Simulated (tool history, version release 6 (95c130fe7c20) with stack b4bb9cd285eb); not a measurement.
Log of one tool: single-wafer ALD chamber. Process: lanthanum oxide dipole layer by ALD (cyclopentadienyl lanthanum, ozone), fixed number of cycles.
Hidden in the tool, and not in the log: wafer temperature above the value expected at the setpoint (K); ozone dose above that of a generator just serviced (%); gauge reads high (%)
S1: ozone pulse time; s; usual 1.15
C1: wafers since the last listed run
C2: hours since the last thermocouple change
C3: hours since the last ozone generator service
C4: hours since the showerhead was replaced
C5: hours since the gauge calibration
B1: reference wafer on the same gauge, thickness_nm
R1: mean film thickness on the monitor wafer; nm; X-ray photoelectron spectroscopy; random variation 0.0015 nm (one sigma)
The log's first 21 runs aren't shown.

| run | hour | S1 | C1 | C2 | C3 | C4 | C5 | B1 | R1 |
|---|---|---|---|---|---|---|---|---|---|
| 22 | 1731.9 | 1.34 | 1065 | 574.5 | 198.7 | 532.1 | 1304 | 0.58 | 0.535 |
| 23 | 1799.4 | 1.15 | 881 | 642 | 266.2 | 599.6 | 1371.5 | 0.581 | 0.524 |
| 24 | 1881.4 | 1.32 | 1070 | 724 | 348.2 | 681.6 | 1453.5 | 0.581 | 0.532 |
| 25 | 1925 | 0.88 | 569 | 767.6 | 391.8 | 725.2 | 1497.1 | 0.581 | 0.502 |
| 26 | 1987 | 1.61 | 809 | 829.6 | 453.8 | 787.2 | 1559.1 | 0.581 | 0.552 |
| 27 | 2060.4 | 1.15 | 958 | 903 | 527.2 | 860.6 | 1632.5 | 0.581 | 0.524 |
| 28 | 2106.9 | 1.46 | 606 | 949.5 | 573.7 | 907.1 | 1679 | 0.581 | 0.544 |
| 29 | 2171.5 | 0.81 | 843 | 1014.1 | 638.3 | 971.7 | 1743.6 | 0.581 | 0.493 |
| 30 | 2247 | 1.15 | 985 | 1089.6 | 713.8 | 1047.2 | 1819.1 | 0.581 | 0.522 |
| 31 | 2315.8 | 1.37 | 897 | 1158.4 | 782.6 | 1116 | 1887.9 | 0.58 | 0.537 |
|  | 2331.6 | ozone generator serviced |
| 32 | 2382.6 | 1.52 | 767 | 1225.2 | 51 | 1182.8 | 1954.7 | 0.581 | 0.547 |
| 33 | 2430.2 | 1.55 | 621 | 1272.8 | 98.6 | 1230.4 | 2002.3 | 0.581 | 0.548 |
| 34 | 2481.2 | 1.48 | 665 | 1323.8 | 149.6 | 1281.4 | 2053.3 | 0.581 | 0.542 |

4 ways to go on from here, each from the tool as it stands after run 34. What would each give?
| A | 2481.6 | 1.15 | 5 | 1324.2 | 150 | 1281.8 | 2053.7 | ? | ? |
| B | 2481.6 | 0.69 | 5 | 1324.2 | 150 | 1281.8 | 2053.7 | ? | ? |
| C | 2481.6 | 0.95 | 5 | 1324.2 | 150 | 1281.8 | 2053.7 | ? | ? |
| D | 2481.6 | 1.27 | 5 | 1324.2 | 150 | 1281.8 | 2053.7 | ? | ? |

| run | B1 | R1 |
|---|---|---|
| A | 0.581 | 0.526 |
| B | 0.581 | 0.486 |
| C | 0.581 | 0.511 |
| D | 0.581 | 0.534 |
Without the tool's hidden state the same runs would have given:
| run | R1 |
|---|---|
| A | 0.53 |
| B | 0.491 |
| C | 0.515 |
| D | 0.537 |

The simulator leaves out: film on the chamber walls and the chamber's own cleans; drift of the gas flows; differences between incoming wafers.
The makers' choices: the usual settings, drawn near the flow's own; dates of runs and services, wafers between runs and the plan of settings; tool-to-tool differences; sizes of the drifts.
